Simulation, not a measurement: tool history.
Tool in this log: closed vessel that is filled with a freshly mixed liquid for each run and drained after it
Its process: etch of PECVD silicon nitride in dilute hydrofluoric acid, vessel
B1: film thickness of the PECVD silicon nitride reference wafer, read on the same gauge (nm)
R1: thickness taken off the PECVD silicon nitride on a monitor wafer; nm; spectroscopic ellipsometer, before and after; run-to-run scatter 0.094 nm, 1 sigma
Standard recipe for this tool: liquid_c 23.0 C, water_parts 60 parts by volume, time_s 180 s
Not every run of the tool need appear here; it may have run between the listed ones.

{"run": 1, "day": 0.0, "liquid_c": 23.0, "water_parts": 40, "time_s": 180, "B1": 69.91, "R1": 25.92}
{"run": 2, "day": 2.496, "liquid_c": 23.0, "water_parts": 60, "time_s": 115, "B1": 69.83, "R1": 11.23}
{"run": 3, "day": 5.079, "liquid_c": 23.0, "water_parts": 60, "time_s": 115, "B1": 69.76, "R1": 11.28}
{"run": 4, "day": 8.754, "liquid_c": 23.0, "water_parts": 50, "time_s": 235, "B1": 69.62, "R1": 27.61}
{"run": 5, "day": 12.354, "liquid_c": 23.0, "water_parts": 50, "time_s": 235, "B1": 69.44, "R1": 27.23}
{"run": 6, "day": 14.133, "liquid_c": 23.0, "water_parts": 50, "time_s": 235, "B1": 69.32, "R1": 27.17}
{"run": 7, "day": 17.454, "liquid_c": 23.0, "water_parts": 60, "time_s": 180, "B1": 69.1, "R1": 17.41}
{"run": 8, "day": 20.396, "liquid_c": 23.0, "water_parts": 60, "time_s": 180, "B1": 68.87, "R1": 17.35}
{"run": 9, "day": 22.529, "liquid_c": 23.0, "water_parts": 60, "time_s": 180, "B1": 68.68, "R1": 17.25}
{"day": 26.233, "done": "hydrofluoric acid flow meter replaced"}
{"run": 10, "day": 26.725, "liquid_c": 20.5, "water_parts": 60, "time_s": 180, "B1": 68.25, "R1": 14.52}
{"run": 11, "day": 30.246, "liquid_c": 23.0, "water_parts": 60, "time_s": 180, "B1": 67.86, "R1": 17.18}
{"day": 31.721, "done": "gauge calibrated"}
{"run": 12, "day": 34.367, "liquid_c": 23.0, "water_parts": 60, "time_s": 180, "B1": 70.05, "R1": 17.58}
{"run": 13, "day": 37.292, "liquid_c": 23.0, "water_parts": 60, "time_s": 180, "B1": 70.04, "R1": 17.82}
{"run": 14, "day": 40.825, "liquid_c": 20.5, "water_parts": 60, "time_s": 180, "B1": 69.93, "R1": 14.92}
{"run": 15, "day": 44.5, "liquid_c": 24.5, "water_parts": 60, "time_s": 180, "B1": 69.8, "R1": 19.45}
{"day": 44.846, "done": "thermometer replaced"}
{"run": 16, "day": 46.158, "liquid_c": 19.5, "water_parts": 90, "time_s": 95, "B1": 69.73, "R1": 4.91}
{"run": 17, "day": 50.229, "liquid_c": 24.5, "water_parts": 45, "time_s": 145, "B1": 69.48, "R1": 20.8}
{"run": 18, "day": 54.638, "liquid_c": 26.0, "water_parts": 85, "time_s": 180, "B1": 69.2, "R1": 15.11}
{"run": 19, "day": 56.275, "liquid_c": 20.5, "water_parts": 85, "time_s": 70, "B1": 69.06, "R1": 4.06}
{"run": 20, "day": 60.404, "liquid_c": 24.5, "water_parts": 60, "time_s": 135, "B1": 68.71, "R1": 14.28}
{"run": 21, "day": 62.162, "liquid_c": 23.0, "water_parts": 60, "time_s": 180, "B1": 68.54, "R1": 17.39}
{"run": 22, "day": 65.192, "liquid_c": 25.0, "water_parts": 45, "time_s": 120, "B1": 68.23, "R1": 17.46}
{"run": 23, "day": 68.467, "liquid_c": 19.0, "water_parts": 35, "time_s": 235, "B1": 67.84, "R1": 28.7}
{"run": 24, "day": 70.292, "liquid_c": 23.0, "water_parts": 60, "time_s": 180, "B1": 67.61, "R1": 16.97}
{"run": 25, "day": 73.058, "liquid_c": 25.0, "water_parts": 60, "time_s": 180, "B1": 67.27, "R1": 19.27}

Measured less the same run without the tool's hidden state. The same run-to-run variation is in both; the gauge's scatter may not be:
What the log doesn't record here: liquid hotter than its thermometer reads (K); hydrofluoric acid flow below the setpoint (%); gauge reads high (%).
run=1 R1=-0.04
run=2 R1=-0.03
run=3 R1=-0.04
run=4 R1=-0.15
run=5 R1=-0.22
run=6 R1=-0.26
run=7 R1=-0.23
run=8 R1=-0.29
run=9 R1=-0.33
run=10 R1=-0.37
run=11 R1=-0.54
run=12 R1=+0.01
run=13 R1=+0.00
run=14 R1=-0.02
run=15 R1=-0.06
run=16 R1=-0.02
run=17 R1=-0.15
run=18 R1=-0.17
run=19 R1=-0.05
run=20 R1=-0.27
run=21 R1=-0.36
run=22 R1=-0.45
run=23 R1=-0.91
run=24 R1=-0.59
run=25 R1=-0.78
